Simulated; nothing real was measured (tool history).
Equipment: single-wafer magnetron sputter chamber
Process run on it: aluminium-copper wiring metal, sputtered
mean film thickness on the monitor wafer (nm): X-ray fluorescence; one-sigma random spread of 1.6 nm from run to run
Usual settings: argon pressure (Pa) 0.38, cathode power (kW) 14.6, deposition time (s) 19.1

run	hour	argon pressure (Pa)	cathode power (kW)	deposition time (s)	wafers since the last listed run	wafers on the sputter target	hours since the last manometer calibration	hours since the magnet pack was replaced	hours since the gauge calibration	read-back reference wafer on the same gauge, thickness_nm	mean film thickness on the monitor wafer (nm)
1	0	0.38	14.6	19.1	0	8370	2120.8	3292.5	490.8	450.241	482.998
# hour 21.7: sputter target and shields replaced
2	76.2	0.38	14.6	19.1	1746	1396	2197	3368.7	567	450.038	489.128
3	147.6	0.38	14.6	19.1	1828	3224	2268.4	3440.1	638.4	450.502	486.417
4	239.7	0.38	14.6	20.6	2358	5583	2360.5	3532.2	730.5	450.776	517.947
# hour 320: sputter target and shields replaced
5	320.5	0.38	14.6	20.6	1864	13	2441.3	3613	811.3	449.223	524.553
6	361.3	0.38	14.6	19.1	1044	1058	2482.1	3653.8	852.1	450.42	483.131
7	465.5	0.38	14.6	19.1	2668	3726	2586.3	3758	956.3	449.737	484.545
8	527.3	0.38	14.6	19.1	1582	5309	2648.1	3819.8	1018.1	449.26	478.014
9	580.3	0.431	14.6	19.1	1357	6667	2701.1	3872.8	1071.1	449.744	465.396
# hour 668.5: sputter target and shields replaced
10	683.6	0.431	14.6	19.1	2440	386	2804.4	3976.1	1174.4	449.64	464.235
11	727.1	0.38	14.6	21.6	1114	1500	2847.9	4019.6	1217.9	450.423	540.756
12	833.3	0.279	17.6	21.2	2719	4220	2954.1	4125.8	1324.1	449.807	667.778
# hour 836.4: gauge calibrated
13	922.6	0.38	14.6	19.1	2287	6507	3043.4	4215.1	86.2	450.001	473.049
# hour 965.2: capacitance manometer re-zeroed and calibrated
# hour 968.8: sputter target and shields replaced
14	996.8	0.306	15.7	15.5	1604	717	31.6	4289.3	160.4	450.322	452.276
15	1037.6	0.38	14.6	19.1	1044	1762	72.4	4330.1	201.2	449.664	497.401
# hour 1097.1: magnet pack replaced
16	1109.6	0.431	14.6	19.1	1639	3401	144.4	12.5	273.2	450.257	481.382
17	1185	0.38	13.1	19.1	1931	5332	219.8	87.9	348.6	450.551	443.835
# hour 1242.1: sputter target and shields replaced
18	1271.8	0.289	12.95	19.1	2018	759	306.6	174.7	435.4	449.742	466.635
19	1370.6	0.38	14.6	19.1	2530	3289	405.4	273.5	534.2	450.383	494.901
20	1470	0.38	15.7	19.1	2545	5835	504.8	372.9	633.6	450.061	529.41
# hour 1508.1: sputter target and shields replaced
21	1544.4	0.235	15.7	20.5	1700	929	579.2	447.3	708	450.611	614.058

3 ways to go on from here, each from the tool as it stands after run 21. What would each give?
A	1544.8	0.514	14.6	19.1	10	940	579.6	447.7	708.4	?	?
B	1544.8	0.228	13.15	21.5	10	940	579.6	447.7	708.4	?	?
C	1544.8	0.321	12.8	15.7	10	940	579.6	447.7	708.4	?	?

run	read-back reference wafer on the same gauge, thickness_nm	mean film thickness on the monitor wafer (nm)
A	450.234	466.574
B	450.234	549.418
C	450.234	373.327
Without the tool's unlogged condition, the same runs would have read:
run	mean film thickness on the monitor wafer (nm)
A	465.696
B	549.803
C	373.263

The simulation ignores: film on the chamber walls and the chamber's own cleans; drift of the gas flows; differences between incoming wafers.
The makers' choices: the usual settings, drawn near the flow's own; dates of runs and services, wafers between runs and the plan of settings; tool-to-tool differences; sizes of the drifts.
